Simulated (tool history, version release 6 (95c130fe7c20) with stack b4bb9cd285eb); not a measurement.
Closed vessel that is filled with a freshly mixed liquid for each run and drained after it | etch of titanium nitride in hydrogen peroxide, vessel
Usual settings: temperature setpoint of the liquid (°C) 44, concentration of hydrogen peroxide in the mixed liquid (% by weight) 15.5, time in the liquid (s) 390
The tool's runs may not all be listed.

| run | hour | temperature setpoint of the liquid (°C) | concentration of hydrogen peroxide in the mixed liquid (% by weight) | time in the liquid (s) | wafers since the last listed run | hours since the thermometer was replaced | hours since the peroxide flow meter was replaced | hours since the drum of peroxide was connected | hours since the gauge calibration | read-back film thickness of the titanium nitride reference wafer, read on the same gauge (nm) | thickness taken off the titanium nitride on a monitor wafer (Å) |
|---|---|---|---|---|---|---|---|---|---|---|---|
| 1 | 0 | 44 | 15.5 | 390 | 0 | 1536.4 | 386.9 | 1247.4 | 199.2 | 40.02 | 82.4 |
| 2 | 9.3 | 44 | 15.5 | 390 | 775 | 1545.7 | 396.2 | 1256.7 | 208.5 | 39.99 | 82.4 |
| 3 | 21.8 | 44 | 15.5 | 390 | 1041 | 1558.2 | 408.7 | 1269.2 | 221 | 40.01 | 81.5 |
| 4 | 30.9 | 44 | 15.5 | 390 | 758 | 1567.3 | 417.8 | 1278.3 | 230.1 | 39.99 | 81.7 |
| 5 | 40.2 | 44 | 18.5 | 390 | 775 | 1576.6 | 427.1 | 1287.6 | 239.4 | 40.02 | 84.9 |
| 6 | 56.1 | 44 | 18.5 | 390 | 1325 | 1592.5 | 443 | 1303.5 | 255.3 | 40 | 84.3 |
| 7 | 72.2 | 44 | 15.5 | 230 | 1341 | 1608.6 | 459.1 | 1319.6 | 271.4 | 40.03 | 48.1 |
| 8 | 80.5 | 44 | 15.5 | 390 | 691 | 1616.9 | 467.4 | 1327.9 | 279.7 | 39.98 | 81.1 |
| 9 | 95.6 | 44 | 15.5 | 390 | 1258 | 1632 | 482.5 | 1343 | 294.8 | 40 | 81.2 |
|  | 102.6 | gauge calibrated |
| 10 | 103.1 | 44 | 15.5 | 390 | 625 | 1639.5 | 490 | 1350.5 | 0.5 | 39.98 | 80.7 |
|  | 106.1 | new drum of peroxide connected |
| 11 | 112.7 | 44 | 15.5 | 390 | 716 | 1649.1 | 499.6 | 6.6 | 10.1 | 40 | 80.9 |
| 12 | 119 | 44 | 15.5 | 390 | 525 | 1655.4 | 505.9 | 12.9 | 16.4 | 40.01 | 80.6 |
|  | 126.1 | peroxide flow meter replaced |
| 13 | 130.2 | 44 | 18.5 | 195 | 850 | 1666.6 | 4.1 | 24.1 | 27.6 | 39.99 | 42.6 |
| 14 | 139.5 | 37.5 | 17.5 | 390 | 775 | 1675.9 | 13.4 | 33.4 | 36.9 | 40 | 51 |
| 15 | 164.7 | 35.5 | 17.5 | 390 | 2100 | 1701.1 | 38.6 | 58.6 | 62.1 | 40.02 | 43 |
|  | 172.1 | thermometer replaced |
| 16 | 172.6 | 44 | 19 | 390 | 575 | 0.5 | 46.5 | 66.5 | 70 | 39.99 | 102.3 |
| 17 | 179.4 | 48.5 | 16.5 | 535 | 566 | 7.3 | 53.3 | 73.3 | 76.8 | 39.98 | 190.1 |
| 18 | 187.9 | 52 | 17 | 615 | 708 | 15.8 | 61.8 | 81.8 | 85.3 | 40.01 | 281.9 |
| 19 | 198.4 | 44 | 15.5 | 390 | 875 | 26.3 | 72.3 | 92.3 | 95.8 | 40.04 | 97 |
| 20 | 212.8 | 44 | 14 | 465 | 1200 | 40.7 | 86.7 | 106.7 | 110.2 | 40.02 | 113.2 |
| 21 | 223.5 | 44 | 15.5 | 390 | 891 | 51.4 | 97.4 | 117.4 | 120.9 | 39.98 | 97.3 |
| 22 | 267.7 | 40.5 | 19 | 330 | 3683 | 95.6 | 141.6 | 161.6 | 165.1 | 39.97 | 65.1 |
| 23 | 285.6 | 35 | 15.5 | 585 | 1491 | 113.5 | 159.5 | 179.5 | 183 | 40 | 71.6 |
| 24 | 294.8 | 44 | 15.5 | 235 | 766 | 122.7 | 168.7 | 188.7 | 192.2 | 39.99 | 57.7 |
| 25 | 309.4 | 44 | 15.5 | 390 | 1216 | 137.3 | 183.3 | 203.3 | 206.8 | 40 | 95.9 |

5 ways to go on from here, each from the tool as it stands after run 25. What would each give?
| A | 310.2 | 44 | 19.5 | 390 | 66 | 138.1 | 184.1 | 204.1 | 207.6 | ? | ? |
| B | 310.2 | 44 | 18 | 390 | 66 | 138.1 | 184.1 | 204.1 | 207.6 | ? | ? |
| C | 310.2 | 44 | 12 | 390 | 66 | 138.1 | 184.1 | 204.1 | 207.6 | ? | ? |
| D | 310.2 | 47.5 | 15.5 | 390 | 66 | 138.1 | 184.1 | 204.1 | 207.6 | ? | ? |
| E | 310.2 | 44 | 12 | 595 | 66 | 138.1 | 184.1 | 204.1 | 207.6 | ? | ? |

| run | read-back film thickness of the titanium nitride reference wafer, read on the same gauge (nm) | thickness taken off the titanium nitride on a monitor wafer (Å) |
|---|---|---|
| A | 39.97 | 99.9 |
| B | 39.97 | 98.3 |
| C | 39.97 | 90.2 |
| D | 39.97 | 123.5 |
| E | 39.97 | 137.7 |
Without the tool's hidden state the same runs would have given:
| run | thickness taken off the titanium nitride on a monitor wafer (Å) |
|---|---|
| A | 105.3 |
| B | 103.5 |
| C | 95 |
| D | 130 |
| E | 144.9 |
